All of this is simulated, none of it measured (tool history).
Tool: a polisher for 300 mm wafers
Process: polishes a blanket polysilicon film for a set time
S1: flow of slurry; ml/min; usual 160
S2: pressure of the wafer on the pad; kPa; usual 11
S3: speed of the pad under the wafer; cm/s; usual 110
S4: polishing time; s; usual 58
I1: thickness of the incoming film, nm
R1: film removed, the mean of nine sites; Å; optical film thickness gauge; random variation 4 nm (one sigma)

| run | day | S1 | S2 | S3 | S4 | I1 | R1 |
|---|---|---|---|---|---|---|---|
| 1 | 0 | 160 | 11 | 110 | 58 | 2024.5 | 3442 |
| 2 | 1.896 | 160 | 11 | 110 | 58 | 2079.8 | 3303 |
| 3 | 4.1 | 160 | 11 | 110 | 58 | 2016.1 | 3195 |
| 4 | 6.45 | 160 | 11 | 120 | 58 | 2026.9 | 3356 |
|  | 7.079 | slurry nozzle cleaned |
| 5 | 8.504 | 160 | 11 | 120 | 58 | 2095 | 3723 |
|  | 9.338 | worn pad replaced by a new one |
| 6 | 15.279 | 125 | 11 | 86 | 58 | 2041.9 | 2459 |
| 7 | 16.338 | 125 | 11 | 86 | 58 | 2065 | 2472 |
| 8 | 18.371 | 125 | 11 | 86 | 58 | 2048.8 | 2341 |
|  | 20.208 | worn pad replaced by a new one |
|  | 20.238 | slurry nozzle cleaned |
| 9 | 20.792 | 160 | 11 | 110 | 58 | 2061.5 | 3368 |
| 10 | 23.092 | 160 | 11 | 110 | 58 | 2053.3 | 3423 |
| 11 | 24.579 | 160 | 11 | 110 | 58 | 2058.5 | 3438 |
| 12 | 26 | 160 | 11 | 110 | 58 | 2062.2 | 3413 |
| 13 | 27.821 | 160 | 11 | 110 | 58 | 2073.2 | 3378 |
| 14 | 29.633 | 160 | 11 | 110 | 58 | 2052.8 | 3273 |
|  | 30.767 | head pressure recalibrated |
|  | 31.742 | slurry nozzle cleaned |
|  | 31.958 | worn pad replaced by a new one |
| 15 | 32.038 | 160 | 11 | 110 | 58 | 2037.2 | 3404 |
| 16 | 33.229 | 160 | 11 | 110 | 58 | 2058.4 | 3455 |
| 17 | 35.488 | 175 | 11 | 110 | 58 | 2086.1 | 3538 |
| 18 | 37.212 | 160 | 11 | 110 | 58 | 2062.2 | 3345 |
| 19 | 40.067 | 210 | 13.8 | 78 | 44 | 2020.9 | 2141 |
| 20 | 41.488 | 160 | 15.2 | 138 | 58 | 2052.8 | 5158 |
| 21 | 44.242 | 135 | 9 | 110 | 58 | 2028.4 | 2653 |
|  | 44.7 | slurry nozzle cleaned |
|  | 45.379 | worn pad replaced by a new one |
| 22 | 47.196 | 160 | 7.6 | 110 | 58 | 2035.7 | 2771 |
| 23 | 48.446 | 210 | 11 | 110 | 58 | 2063.1 | 3558 |
| 24 | 51.158 | 160 | 11 | 110 | 58 | 2066.7 | 3357 |
| 25 | 53.783 | 110 | 11 | 110 | 78 | 2078.9 | 4086 |
| 26 | 55.062 | 160 | 9.7 | 110 | 52 | 2045.6 | 2670 |
| 27 | 56.129 | 185 | 11 | 110 | 58 | 2050.2 | 3277 |
|  | 56.571 | worn pad replaced by a new one |
| 28 | 57.671 | 160 | 11 | 110 | 58 | 2070.2 | 3066 |
|  | 59.017 | slurry nozzle cleaned |
| 29 | 60.196 | 160 | 11 | 88 | 58 | 2077.8 | 2740 |
| 30 | 61.9 | 160 | 11 | 110 | 58 | 2083.5 | 3381 |
| 31 | 62.958 | 160 | 11 | 110 | 58 | 2077.3 | 3377 |

The tool's hidden state at each run:
removal rate lost through wear of the pad, %: 0 in every run
deviation of the head's pressure from its setpoint, %: 0 in every run
H1: slurry flow missing at the pad, %
| run | H1 |
|---|---|
| 1 | 9.65 |
| 2 | 15.8 |
| 3 | 24.9 |
| 4 | 37 |
| 5 | 3.17 |
| 6 | 17.4 |
| 7 | 21.4 |
| 8 | 30.5 |
| 9 | 5.03 |
| 10 | 6.74 |
| 11 | 9.07 |
| 12 | 12.2 |
| 13 | 17.5 |
| 14 | 24.2 |
| 15 | 0.223 |
| 16 | 0.686 |
| 17 | 3.26 |
| 18 | 6.72 |
| 19 | 15.3 |
| 20 | 20.9 |
| 21 | 34.2 |
| 22 | 6.77 |
| 23 | 8.47 |
| 24 | 14.5 |
| 25 | 23.4 |
| 26 | 28.8 |
| 27 | 33.9 |
| 28 | 42.1 |
| 29 | 3.59 |
| 30 | 5.09 |
| 31 | 6.67 |
